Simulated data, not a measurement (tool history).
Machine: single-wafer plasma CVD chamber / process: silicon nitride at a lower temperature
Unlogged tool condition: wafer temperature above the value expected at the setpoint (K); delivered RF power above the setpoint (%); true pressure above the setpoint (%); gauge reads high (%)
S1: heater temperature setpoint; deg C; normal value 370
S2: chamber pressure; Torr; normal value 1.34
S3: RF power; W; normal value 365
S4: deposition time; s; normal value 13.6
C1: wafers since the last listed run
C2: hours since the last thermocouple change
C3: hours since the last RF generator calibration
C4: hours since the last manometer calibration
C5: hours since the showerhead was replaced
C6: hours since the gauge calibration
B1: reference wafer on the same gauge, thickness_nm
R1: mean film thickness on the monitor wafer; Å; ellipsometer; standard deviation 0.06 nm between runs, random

Run 1, day 0: usual settings; C1 0; C2 2095.8; C3 973.3; C4 2612.8; C5 5995.5; C6 144.8; B1 16.501. Result: R1 150.08 Å.
Run 2, day 0.546: usual settings; C1 525; C2 2108.9; C3 986.4; C4 2625.9; C5 6008.6; C6 157.9; B1 16.501. Result: R1 150.67 Å.
Run 3, day 0.9: usual settings; C1 340; C2 2117.4; C3 994.9; C4 2634.4; C5 6017.1; C6 166.4; B1 16.501. Result: R1 151.03 Å.
Run 4, day 1.35: usual settings; C1 432; C2 2128.2; C3 1005.7; C4 2645.2; C5 6027.9; C6 177.2; B1 16.482. Result: R1 150.73 Å.
Run 5, day 1.825: usual settings; C1 456; C2 2139.6; C3 1017.1; C4 2656.6; C5 6039.3; C6 188.6; B1 16.509. Result: R1 150.65 Å.
Run 6, day 2.55: usual settings; C1 697; C2 2157; C3 1034.5; C4 2674; C5 6056.7; C6 206; B1 16.5. Result: R1 150.85 Å.
Run 7, day 3.1: usual settings; C1 529; C2 2170.2; C3 1047.7; C4 2687.2; C5 6069.9; C6 219.2; B1 16.5. Result: R1 150.02 Å.
Run 8, day 4.625: usual settings; C1 1466; C2 2206.8; C3 1084.3; C4 2723.8; C5 6106.5; C6 255.8; B1 16.482. Result: R1 149.87 Å.
At day 5.488: gauge calibrated.
At day 5.496: capacitance manometer re-zeroed and calibrated.
Run 9, day 5.517: usual settings; C1 537; C2 2228.2; C3 1105.7; C4 0.5; C5 6127.9; C6 0.7; B1 16.506. Result: R1 149.38 Å.
At day 5.925: RF generator calibrated.
Run 10, day 5.946: usual settings; C1 92; C2 2238.5; C3 0.5; C4 10.8; C5 6138.2; C6 11; B1 16.499. Result: R1 159.85 Å.
Run 11, day 6.788: usual settings; C1 809; C2 2258.7; C3 20.7; C4 31; C5 6158.4; C6 31.2; B1 16.496. Result: R1 158.16 Å.
Run 12, day 7.129: usual settings; C1 328; C2 2266.9; C3 28.9; C4 39.2; C5 6166.6; C6 39.4; B1 16.498. Result: R1 158.85 Å.
Run 13, day 7.521: usual settings; C1 376; C2 2276.3; C3 38.3; C4 48.6; C5 6176; C6 48.8; B1 16.512. Result: R1 158.69 Å.
Run 14, day 7.883: usual settings but S3 395 W, S4 16.1 s; C1 348; C2 2285; C3 47; C4 57.3; C5 6184.7; C6 57.5; B1 16.494. Result: R1 199.72 Å.
Run 15, day 8.604: usual settings but S1 363 deg C, S2 1.59 Torr, S3 310 W, S4 12.4 s; C1 693; C2 2302.3; C3 64.3; C4 74.6; C5 6202; C6 74.8; B1 16.491. Result: R1 130.95 Å.
At day 9.475: showerhead replaced, of another model than before.
Run 16, day 9.496: usual settings but S3 325 W; C1 537; C2 2323.7; C3 85.7; C4 96; C5 0.5; C6 96.2; B1 16.496. Result: R1 139.31 Å.
Run 17, day 9.712: usual settings but S1 377 deg C, S2 1.19 Torr; C1 208; C2 2328.9; C3 90.9; C4 101.2; C5 5.7; C6 101.4; B1 16.504. Result: R1 154.65 Å.
Run 18, day 10.029: usual settings but S1 379 deg C, S2 1.03 Torr, S3 430 W, S4 12.8 s; C1 304; C2 2336.5; C3 98.5; C4 108.8; C5 13.3; C6 109; B1 16.502. Result: R1 167.15 Å.
At day 10.638: thermocouple changed; heater temperature recalibrated.
Run 19, day 10.658: usual settings but S1 378 deg C, S2 1.24 Torr, S3 405 W, S4 16.2 s; C1 284; C2 0.5; C3 113.6; C4 123.9; C5 28.4; C6 124.1; B1 16.495. Result: R1 203.61 Å.
Run 20, day 11.083: usual settings; C1 408; C2 10.7; C3 123.8; C4 134.1; C5 38.6; C6 134.3; B1 16.495. Result: R1 157.61 Å.
Run 21, day 11.383: usual settings but S1 383 deg C, S3 430 W, S4 14.5 s; C1 288; C2 17.9; C3 131; C4 141.3; C5 45.8; C6 141.5; B1 16.498. Result: R1 192.64 Å.
Run 22, day 11.933: usual settings; C1 529; C2 31.1; C3 144.2; C4 154.5; C5 59; C6 154.7; B1 16.49. Result: R1 156.2 Å.
Run 23, day 12.55: usual settings but S3 400 W; C1 593; C2 45.9; C3 159; C4 169.3; C5 73.8; C6 169.5; B1 16.495. Result: R1 171.23 Å.
Run 24, day 12.804: usual settings but S3 415 W, S4 16 s; C1 244; C2 52; C3 165.1; C4 175.4; C5 79.9; C6 175.6; B1 16.51. Result: R1 207.75 Å.
Run 25, day 13.312: usual settings but S1 385 deg C, S4 12.5 s; C1 488; C2 64.2; C3 177.3; C4 187.6; C5 92.1; C6 187.8; B1 16.496. Result: R1 143.18 Å.
Run 26, day 13.708: usual settings; C1 380; C2 73.7; C3 186.8; C4 197.1; C5 101.6; C6 197.3; B1 16.498. Result: R1 156.59 Å.
Run 27, day 14.338: usual settings but S3 315 W; C1 605; C2 88.8; C3 201.9; C4 212.2; C5 116.7; C6 212.4; B1 16.509. Result: R1 133.95 Å.

Forecast each of these 5 alternatives for the next run:
Run A, day 14.354: usual settings; C1 16; C2 89.2; C3 202.3; C4 212.6; C5 117.1; C6 212.8; B1 ?. Result: R1 ?.
Run B, day 14.354: usual settings but S1 376 deg C, S4 15.7 s; C1 16; C2 89.2; C3 202.3; C4 212.6; C5 117.1; C6 212.8; B1 ?. Result: R1 ?.
Run C, day 14.354: usual settings but S1 361 deg C, S4 14.4 s; C1 16; C2 89.2; C3 202.3; C4 212.6; C5 117.1; C6 212.8; B1 ?. Result: R1 ?.
Run D, day 14.354: usual settings but S2 1.25 Torr, S3 340 W; C1 16; C2 89.2; C3 202.3; C4 212.6; C5 117.1; C6 212.8; B1 ?. Result: R1 ?.
Run E, day 14.354: usual settings but S3 315 W, S4 12.2 s; C1 16; C2 89.2; C3 202.3; C4 212.6; C5 117.1; C6 212.8; B1 ?. Result: R1 ?.

run      B1      R1
  A  16.493  156.22
  B  16.493  179.79
  C  16.493  166.05
  D  16.493  144.64
  E  16.493   120.1
Without the tool's hidden state the same runs would have given:
run      R1
  A  159.32
  B  183.36
  C  169.35
  D  147.63
  E  122.66
